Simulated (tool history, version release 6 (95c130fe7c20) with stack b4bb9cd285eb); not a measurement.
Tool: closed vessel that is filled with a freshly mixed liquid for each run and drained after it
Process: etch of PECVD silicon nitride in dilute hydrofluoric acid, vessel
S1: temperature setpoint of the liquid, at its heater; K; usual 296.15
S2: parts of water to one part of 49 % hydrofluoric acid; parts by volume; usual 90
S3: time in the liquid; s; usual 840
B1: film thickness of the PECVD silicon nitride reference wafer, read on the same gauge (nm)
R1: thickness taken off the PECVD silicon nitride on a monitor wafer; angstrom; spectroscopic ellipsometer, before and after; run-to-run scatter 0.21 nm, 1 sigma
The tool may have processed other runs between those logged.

run,hour,S1,S2,S3,B1,R1
1,0.0,296.15,90,840,130.02,454.3
2,53.0,296.15,90,840,130.00,454.7
3,110.2,299.65,90,840,130.00,568.2
# hour 127.3: hydrofluoric acid flow meter replaced
4,156.7,299.65,90,840,129.99,579.9
5,242.7,296.15,90,840,129.99,461.6
6,307.0,296.15,90,840,129.96,458.3
7,385.2,296.15,90,840,130.04,458.6
8,423.0,296.15,90,840,130.01,458.4
9,494.6,296.15,90,840,130.00,457.2
10,572.5,296.15,90,840,130.00,455.7
11,670.8,296.15,90,840,129.99,455.1
# hour 721.4: gauge calibrated
12,746.2,294.65,60,840,129.98,616.0
13,805.7,294.65,60,840,130.03,610.2
14,854.6,296.15,90,840,130.00,454.4
15,939.5,296.15,90,840,130.02,455.3
16,992.4,296.15,75,475,130.01,307.3
17,1069.9,296.15,90,685,130.01,368.5
# hour 1105.7: hydrofluoric acid flow meter replaced
18,1147.4,296.15,130,840,129.98,321.8
19,1198.8,296.15,90,840,130.04,459.6
# hour 1267.9: thermometer replaced
20,1299.9,294.15,80,525,130.06,279.7
21,1351.9,296.15,90,840,129.99,458.0
22,1398.6,296.15,90,840,130.01,459.7
23,1462.2,296.15,90,840,130.02,459.0
24,1567.0,293.65,105,840,130.02,334.2
25,1663.9,296.15,90,840,130.01,456.5
26,1730.3,298.15,70,620,129.99,491.6
27,2035.2,296.15,115,840,129.98,355.8
28,2105.1,300.15,120,1025,130.01,540.0

Predict each of these 4 candidate next runs independently; none follows another, all start after run 28:
A,2106.0,296.15,90,440,?,?
B,2106.0,299.15,105,700,?,?
C,2106.0,296.15,110,840,?,?
D,2106.0,298.15,65,650,?,?

run,B1,R1
A,129.99,239.0
B,129.99,397.6
C,129.99,374.5
D,129.99,555.8
Without the tool's hidden state the same runs would have given:
run,R1
A,244.0
B,406.0
C,382.4
D,567.5
